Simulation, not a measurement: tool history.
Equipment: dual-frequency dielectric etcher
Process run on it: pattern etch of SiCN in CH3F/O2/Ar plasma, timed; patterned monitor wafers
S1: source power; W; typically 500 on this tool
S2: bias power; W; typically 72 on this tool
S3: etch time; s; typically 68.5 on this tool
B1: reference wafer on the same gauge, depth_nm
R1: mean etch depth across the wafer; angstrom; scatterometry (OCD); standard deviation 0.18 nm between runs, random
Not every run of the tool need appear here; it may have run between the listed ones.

run	hour	S1	S2	S3	B1	R1
1	0	500	72	68.5	27.17	300
2	23.9	500	72	68.5	27.18	298.2
3	74.8	500	72	53.5	27.18	230.2
4	109.4	500	72	53.5	27.26	229.6
# hour 130.8: source power generator calibrated
5	136.2	500	72	53.5	27.23	232.9
6	156.3	420	72	68.5	27.24	284.8
7	172	420	72	68.5	27.27	284.7
8	200.9	500	72	68.5	27.21	295.6
9	216.9	410	65	51	27.3	201.8
# hour 241.4: upper electrode replaced
10	241.9	550	89	77	27.14	369.1
11	255.9	500	59	68.5	27.25	275.6
12	271.9	500	72	49	27.25	213
13	296.2	500	88	68.5	27.22	319.6
14	312.6	500	57	49.5	27.15	194.8
# hour 317.3: bias power generator calibrated
15	340.7	500	82	68.5	27.13	313
16	358	430	83	68.5	27.25	305.6
17	389.2	500	72	68.5	27.18	296.2
# hour 457.3: wet clean of the chamber
18	457.8	590	77	68.5	27.19	317.6
19	478.9	620	72	68.5	27.21	314.5
20	504	550	84	55.5	27.24	262.4
# hour 512.3: gauge calibrated
21	531.9	460	78	86	27.19	380.5
22	545.3	410	60	89	27.22	344.5
23	577.6	500	72	68.5	27.15	298.5
24	606.6	500	72	68.5	27.23	297.8
25	619.4	410	60	87	27.21	334.3
26	644.4	500	72	87.5	27.21	382.8
27	675	500	89	86	27.1	408.5
28	704.8	580	65	58.5	27.18	255.9
29	809.8	500	72	68.5	27.29	295
# hour 858.3: wet clean of the chamber
30	858.8	500	82	68.5	27.18	314.4

Alternative continuations, all from the tool just after run 30; predict every row:
A	859.2	500	83	68.5	?	?
B	859.2	540	72	57	?	?
C	859.2	420	64	53.5	?	?
D	859.2	430	65	88.5	?	?

run	B1	R1
A	27.17	313.9
B	27.17	251
C	27.17	211.3
D	27.17	353.7
With no hidden state in the tool, these same runs would have given:
run	R1
A	313.9
B	251
C	211.3
D	353.7
